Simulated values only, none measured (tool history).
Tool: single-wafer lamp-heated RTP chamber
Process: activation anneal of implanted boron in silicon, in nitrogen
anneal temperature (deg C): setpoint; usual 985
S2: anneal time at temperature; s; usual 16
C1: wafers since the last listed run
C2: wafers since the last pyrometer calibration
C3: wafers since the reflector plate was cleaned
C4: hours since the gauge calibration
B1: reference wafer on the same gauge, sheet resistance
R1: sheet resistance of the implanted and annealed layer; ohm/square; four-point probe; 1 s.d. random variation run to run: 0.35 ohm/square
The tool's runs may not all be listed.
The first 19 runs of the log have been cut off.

{"run": 20, "day": 9.521, "anneal temperature (deg C)": 985, "S2": 24, "C1": 146, "C2": 2006, "C3": 3172, "C4": 643.9, "B1": 79.95, "R1": 91.1}
{"run": 21, "day": 10.142, "anneal temperature (deg C)": 961, "S2": 7, "C1": 308, "C2": 2314, "C3": 3481, "C4": 658.8, "B1": 80.03, "R1": 121.76}
{"day": 10.167, "done": "gauge calibrated"}
{"run": 22, "day": 10.708, "anneal temperature (deg C)": 985, "S2": 16, "C1": 281, "C2": 2596, "C3": 3762, "C4": 13.0, "B1": 79.87, "R1": 92.25}
{"run": 23, "day": 11.4, "anneal temperature (deg C)": 1005, "S2": 16, "C1": 343, "C2": 2939, "C3": 4106, "C4": 29.6, "B1": 80.06, "R1": 85.1}
{"day": 11.796, "done": "reflector plate cleaned"}
{"run": 24, "day": 11.846, "anneal temperature (deg C)": 969, "S2": 12, "C1": 55, "C2": 2995, "C3": 25, "C4": 40.3, "B1": 80.05, "R1": 105.53}
{"run": 25, "day": 12.192, "anneal temperature (deg C)": 967, "S2": 8, "C1": 171, "C2": 3167, "C3": 196, "C4": 48.6, "B1": 80.09, "R1": 111.34}
{"run": 26, "day": 12.638, "anneal temperature (deg C)": 994, "S2": 24, "C1": 221, "C2": 3388, "C3": 418, "C4": 59.3, "B1": 80.05, "R1": 87.84}
{"run": 27, "day": 13.258, "anneal temperature (deg C)": 1001, "S2": 8, "C1": 308, "C2": 3697, "C3": 726, "C4": 74.2, "B1": 80.0, "R1": 88.79}
{"run": 28, "day": 13.875, "anneal temperature (deg C)": 999, "S2": 20, "C1": 306, "C2": 4003, "C3": 1032, "C4": 89.0, "B1": 80.04, "R1": 86.58}
{"run": 29, "day": 14.362, "anneal temperature (deg C)": 960, "S2": 16, "C1": 242, "C2": 4245, "C3": 1274, "C4": 100.7, "B1": 79.98, "R1": 109.64}
{"run": 30, "day": 14.854, "anneal temperature (deg C)": 985, "S2": 16, "C1": 244, "C2": 4489, "C3": 1519, "C4": 112.5, "B1": 79.89, "R1": 91.86}
{"run": 31, "day": 15.167, "anneal temperature (deg C)": 1002, "S2": 16, "C1": 155, "C2": 4644, "C3": 1674, "C4": 120.0, "B1": 80.03, "R1": 86.61}
{"run": 32, "day": 15.475, "anneal temperature (deg C)": 993, "S2": 12, "C1": 153, "C2": 4797, "C3": 1827, "C4": 127.4, "B1": 79.97, "R1": 89.51}
{"day": 15.983, "done": "pyrometer window cleaned and pyrometer calibrated"}
{"run": 33, "day": 16.004, "anneal temperature (deg C)": 1008, "S2": 13, "C1": 97, "C2": 10, "C3": 1924, "C4": 140.1, "B1": 79.96, "R1": 85.53}
{"run": 34, "day": 16.258, "anneal temperature (deg C)": 964, "S2": 12, "C1": 126, "C2": 137, "C3": 2050, "C4": 146.2, "B1": 80.02, "R1": 113.82}
{"run": 35, "day": 16.979, "anneal temperature (deg C)": 985, "S2": 16, "C1": 357, "C2": 495, "C3": 2408, "C4": 163.5, "B1": 80.05, "R1": 93.55}
{"run": 36, "day": 17.579, "anneal temperature (deg C)": 1013, "S2": 13, "C1": 297, "C2": 793, "C3": 2706, "C4": 177.9, "B1": 79.96, "R1": 84.93}
{"run": 37, "day": 18.05, "anneal temperature (deg C)": 1007, "S2": 13, "C1": 233, "C2": 1026, "C3": 2940, "C4": 189.2, "B1": 80.03, "R1": 86.54}

Predict each of these 4 candidate next runs independently; none follows another, all start after run 37:
{"run": "A", "day": 18.067, "anneal temperature (deg C)": 985, "S2": 13, "C1": 8, "C2": 1035, "C3": 2948, "C4": 189.6, "B1": "?", "R1": "?"}
{"run": "B", "day": 18.067, "anneal temperature (deg C)": 1012, "S2": 23, "C1": 8, "C2": 1035, "C3": 2948, "C4": 189.6, "B1": "?", "R1": "?"}
{"run": "C", "day": 18.067, "anneal temperature (deg C)": 1010, "S2": 19, "C1": 8, "C2": 1035, "C3": 2948, "C4": 189.6, "B1": "?", "R1": "?"}
{"run": "D", "day": 18.067, "anneal temperature (deg C)": 976, "S2": 18, "C1": 8, "C2": 1035, "C3": 2948, "C4": 189.6, "B1": "?", "R1": "?"}

run=A B1=80.10 R1=94.13
run=B B1=80.10 R1=84.23
run=C B1=80.10 R1=84.86
run=D B1=80.10 R1=97.66
With no hidden state in the tool, these same runs would have given:
run=A R1=95.02
run=B R1=84.45
run=C R1=85.12
run=D R1=98.73
